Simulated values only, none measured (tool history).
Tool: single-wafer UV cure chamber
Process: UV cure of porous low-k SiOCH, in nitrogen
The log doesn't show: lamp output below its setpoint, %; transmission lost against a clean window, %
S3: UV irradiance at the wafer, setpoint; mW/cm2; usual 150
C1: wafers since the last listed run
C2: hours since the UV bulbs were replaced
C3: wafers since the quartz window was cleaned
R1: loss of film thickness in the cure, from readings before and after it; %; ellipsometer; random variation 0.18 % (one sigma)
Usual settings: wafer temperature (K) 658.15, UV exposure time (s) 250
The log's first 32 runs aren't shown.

{"run": 33, "hour": 2258.0, "wafer temperature (K)": 658.15, "UV exposure time (s)": 335, "S3": 119, "C1": 687, "C2": 1124.9, "C3": 5345, "R1": 16.074}
{"run": 34, "hour": 2334.6, "wafer temperature (K)": 640.15, "UV exposure time (s)": 250, "S3": 137, "C1": 966, "C2": 1201.5, "C3": 6311, "R1": 14.607}
{"run": 35, "hour": 2432.2, "wafer temperature (K)": 668.15, "UV exposure time (s)": 335, "S3": 186, "C1": 1231, "C2": 1299.1, "C3": 7543, "R1": 18.457}
{"hour": 2491.3, "done": "quartz window cleaned"}
{"run": 36, "hour": 2496.3, "wafer temperature (K)": 658.15, "UV exposure time (s)": 250, "S3": 118, "C1": 707, "C2": 1363.2, "C3": 63, "R1": 14.214}
{"run": 37, "hour": 2575.1, "wafer temperature (K)": 669.15, "UV exposure time (s)": 350, "S3": 114, "C1": 994, "C2": 1442, "C3": 1057, "R1": 16.356}
{"run": 38, "hour": 2643.3, "wafer temperature (K)": 649.15, "UV exposure time (s)": 340, "S3": 189, "C1": 860, "C2": 1510.2, "C3": 1918, "R1": 17.802}
{"run": 39, "hour": 2694.0, "wafer temperature (K)": 649.15, "UV exposure time (s)": 205, "S3": 122, "C1": 639, "C2": 1560.9, "C3": 2557, "R1": 12.987}
{"run": 40, "hour": 2736.6, "wafer temperature (K)": 658.15, "UV exposure time (s)": 250, "S3": 150, "C1": 537, "C2": 1603.5, "C3": 3095, "R1": 15.396}
{"run": 41, "hour": 2840.7, "wafer temperature (K)": 658.15, "UV exposure time (s)": 305, "S3": 150, "C1": 1313, "C2": 1707.6, "C3": 4408, "R1": 16.58}

The next listed run, before its measurement:
{"run": 42, "hour": 2936.7, "wafer temperature (K)": 667.15, "UV exposure time (s)": 140, "S3": 150, "C1": 1211, "C2": 1803.6, "C3": 5619, "R1": "?"}

Run 42 gave R1 12.02 %.
Without the tool's hidden state the same run would have given R1 12.769 %.

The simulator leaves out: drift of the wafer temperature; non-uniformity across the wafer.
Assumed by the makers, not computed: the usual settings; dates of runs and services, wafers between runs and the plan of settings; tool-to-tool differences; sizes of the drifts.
